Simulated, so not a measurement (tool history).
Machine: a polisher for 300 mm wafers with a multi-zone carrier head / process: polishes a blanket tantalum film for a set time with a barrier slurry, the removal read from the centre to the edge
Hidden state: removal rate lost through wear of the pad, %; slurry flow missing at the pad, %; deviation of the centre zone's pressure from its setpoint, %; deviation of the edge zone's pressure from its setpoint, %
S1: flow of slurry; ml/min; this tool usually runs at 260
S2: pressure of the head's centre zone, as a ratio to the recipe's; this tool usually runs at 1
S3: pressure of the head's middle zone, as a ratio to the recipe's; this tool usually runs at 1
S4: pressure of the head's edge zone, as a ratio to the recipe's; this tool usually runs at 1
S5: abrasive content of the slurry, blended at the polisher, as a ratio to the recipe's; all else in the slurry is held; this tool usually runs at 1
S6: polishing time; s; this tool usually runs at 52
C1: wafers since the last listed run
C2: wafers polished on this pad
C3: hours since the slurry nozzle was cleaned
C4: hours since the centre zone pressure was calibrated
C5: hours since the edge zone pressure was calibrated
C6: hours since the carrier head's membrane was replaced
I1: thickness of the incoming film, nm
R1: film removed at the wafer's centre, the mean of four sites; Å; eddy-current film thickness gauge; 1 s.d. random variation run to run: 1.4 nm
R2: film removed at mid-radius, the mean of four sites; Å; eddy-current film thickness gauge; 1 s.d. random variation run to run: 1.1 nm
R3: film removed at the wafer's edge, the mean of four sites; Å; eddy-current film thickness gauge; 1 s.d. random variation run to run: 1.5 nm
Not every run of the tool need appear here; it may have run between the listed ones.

| run | hour | S1 | S2 | S3 | S4 | S5 | S6 | C1 | C2 | C3 | C4 | C5 | C6 | I1 | R1 | R2 | R3 |
|---|---|---|---|---|---|---|---|---|---|---|---|---|---|---|---|---|---|
| 1 | 0 | 260 | 0.92 | 1 | 0.97 | 1 | 52 | 0 | 206 | 262.5 | 483 | 44.4 | 1123.9 | 308.9 | 930 | 1003 | 1013 |
| 2 | 104.1 | 260 | 1 | 1 | 1 | 1 | 52 | 795 | 1001 | 366.6 | 587.1 | 148.5 | 1228 | 305 | 960 | 937 | 982 |
|  | 148.2 | centre zone pressure recalibrated |
| 3 | 195.7 | 260 | 1 | 1 | 1 | 1 | 52 | 684 | 1686 | 458.2 | 47.5 | 240.1 | 1319.6 | 312.4 | 900 | 947 | 943 |
| 4 | 245.8 | 260 | 1 | 1 | 1 | 1 | 52 | 382 | 2069 | 508.3 | 97.6 | 290.2 | 1369.7 | 307.6 | 930 | 933 | 949 |
|  | 287.4 | worn pad replaced by a new one |
| 5 | 299.9 | 260 | 1 | 1 | 1 | 1 | 52 | 382 | 95 | 562.4 | 151.7 | 344.3 | 1423.8 | 310 | 1006 | 987 | 1057 |
| 6 | 404 | 320 | 1 | 1 | 1 | 0.85 | 52 | 795 | 891 | 666.5 | 255.8 | 448.4 | 1527.9 | 308 | 903 | 928 | 905 |
|  | 437.5 | slurry nozzle cleaned |
| 7 | 477.8 | 260 | 1 | 1 | 1 | 1 | 52 | 556 | 1447 | 40.3 | 329.6 | 522.2 | 1601.7 | 308.9 | 930 | 943 | 989 |
| 8 | 544.7 | 260 | 1 | 1 | 1 | 1 | 52 | 511 | 1958 | 107.2 | 396.5 | 589.1 | 1668.6 | 310.3 | 940 | 932 | 965 |
|  | 551.2 | worn pad replaced by a new one |
|  | 601.7 | carrier head's membrane replaced by a new one |
| 9 | 634.4 | 260 | 1 | 1 | 1 | 1 | 52 | 616 | 597 | 196.9 | 486.2 | 678.8 | 32.7 | 310.1 | 971 | 965 | 1016 |

Run 10 comes next. What will it give?
| 10 | 710.6 | 260 | 0.89 | 1 | 1 | 1 | 52 | 582 | 1180 | 273.1 | 562.4 | 755 | 108.9 | 311.4 | ? | ? | ? |

Run 10 measured R1 865 Å, R2 957 Å, R3 990 Å.
On a tool with no hidden condition, and with the same random variation, this run would have come out at R1 925 Å, R2 1024 Å, R3 1059 Å.

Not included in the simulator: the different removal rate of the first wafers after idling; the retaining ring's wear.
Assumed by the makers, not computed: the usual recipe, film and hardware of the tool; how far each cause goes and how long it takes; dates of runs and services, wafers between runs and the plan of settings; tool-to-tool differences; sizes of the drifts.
